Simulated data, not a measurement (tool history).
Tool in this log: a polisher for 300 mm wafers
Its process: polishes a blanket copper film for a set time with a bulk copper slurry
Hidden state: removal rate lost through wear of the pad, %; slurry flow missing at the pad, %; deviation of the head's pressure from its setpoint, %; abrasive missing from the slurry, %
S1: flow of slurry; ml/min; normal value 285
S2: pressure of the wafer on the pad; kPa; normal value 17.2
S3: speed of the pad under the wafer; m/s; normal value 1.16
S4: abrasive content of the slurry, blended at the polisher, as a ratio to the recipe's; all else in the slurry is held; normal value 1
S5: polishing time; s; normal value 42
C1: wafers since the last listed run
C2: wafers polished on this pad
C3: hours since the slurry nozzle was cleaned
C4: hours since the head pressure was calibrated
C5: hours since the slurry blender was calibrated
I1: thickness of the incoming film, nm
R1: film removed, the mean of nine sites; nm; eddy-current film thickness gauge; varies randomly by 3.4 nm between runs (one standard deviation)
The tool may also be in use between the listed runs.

| run | hour | S1 | S2 | S3 | S4 | S5 | C1 | C2 | C3 | C4 | C5 | I1 | R1 |
|---|---|---|---|---|---|---|---|---|---|---|---|---|---|
| 1 | 0 | 285 | 17.2 | 1.16 | 1 | 42 | 0 | 1035 | 285.6 | 748.2 | 151.2 | 3226.8 | 340.3 |
|  | 20.9 | slurry nozzle cleaned |
|  | 52.4 | worn pad replaced by a new one |
| 2 | 69.6 | 285 | 17.2 | 1.16 | 1 | 42 | 693 | 184 | 48.7 | 817.8 | 220.8 | 3198 | 352.7 |
| 3 | 124.1 | 285 | 17.2 | 1.16 | 1 | 42 | 584 | 769 | 103.2 | 872.3 | 275.3 | 3189.5 | 352.5 |
|  | 184.1 | worn pad replaced by a new one |
| 4 | 189.2 | 285 | 17.2 | 1.16 | 1 | 42 | 655 | 54 | 168.3 | 937.4 | 340.4 | 3299.8 | 337.2 |
|  | 217.1 | slurry blender recalibrated |
| 5 | 249.6 | 285 | 17.2 | 1.16 | 1.15 | 42 | 626 | 681 | 228.7 | 997.8 | 32.5 | 3218.6 | 354.6 |
|  | 279.7 | head pressure recalibrated |
| 6 | 307.8 | 285 | 17.2 | 1.16 | 1.15 | 42 | 603 | 1284 | 286.9 | 28.1 | 90.7 | 3231.3 | 354.5 |
|  | 324.5 | worn pad replaced by a new one |
|  | 329.1 | slurry nozzle cleaned |
| 7 | 334.6 | 285 | 17.2 | 1.16 | 1.15 | 42 | 233 | 97 | 5.5 | 54.9 | 117.5 | 3261 | 372.8 |
| 8 | 363.2 | 370 | 11.7 | 1.16 | 1 | 42 | 306 | 404 | 34.1 | 83.5 | 146.1 | 3223.1 | 250.4 |
| 9 | 402.8 | 285 | 15.2 | 1.16 | 1 | 52 | 425 | 829 | 73.7 | 123.1 | 185.7 | 3254.4 | 386 |
| 10 | 452.7 | 185 | 17.2 | 1.16 | 1 | 42 | 535 | 1365 | 123.6 | 173 | 235.6 | 3258.5 | 321.9 |
|  | 475.2 | worn pad replaced by a new one |
| 11 | 490.7 | 285 | 17.2 | 1.16 | 1 | 42 | 364 | 165 | 161.6 | 211 | 273.6 | 3168.4 | 340.4 |
|  | 548.6 | slurry blender recalibrated |
| 12 | 557 | 285 | 19.3 | 1.16 | 1 | 37 | 690 | 856 | 227.9 | 277.3 | 8.4 | 3271.6 | 337.3 |
|  | 606.7 | slurry nozzle cleaned |
|  | 615.3 | worn pad replaced by a new one |
| 13 | 623.5 | 285 | 11.7 | 1.16 | 1 | 42 | 660 | 87 | 16.8 | 343.8 | 74.9 | 3251.7 | 250 |
| 14 | 679.6 | 340 | 17.2 | 1.16 | 1 | 42 | 602 | 690 | 72.9 | 399.9 | 131 | 3187.5 | 359.8 |

Forecast each of these 3 alternatives for the next run:
| A | 680 | 240 | 17.2 | 1.16 | 1 | 42 | 4 | 694 | 73.3 | 400.3 | 131.4 | 3217.1 | ? |
| B | 680 | 205 | 11.7 | 1.16 | 0.9 | 42 | 4 | 694 | 73.3 | 400.3 | 131.4 | 3217.1 | ? |
| C | 680 | 245 | 20.7 | 1.3 | 1 | 29 | 4 | 694 | 73.3 | 400.3 | 131.4 | 3217.1 | ? |

| run | R1 |
|---|---|
| A | 341.2 |
| B | 227.2 |
| C | 307.6 |
Without the tool's hidden state the same runs would have given:
| run | R1 |
|---|---|
| A | 353 |
| B | 236.2 |
| C | 317.9 |
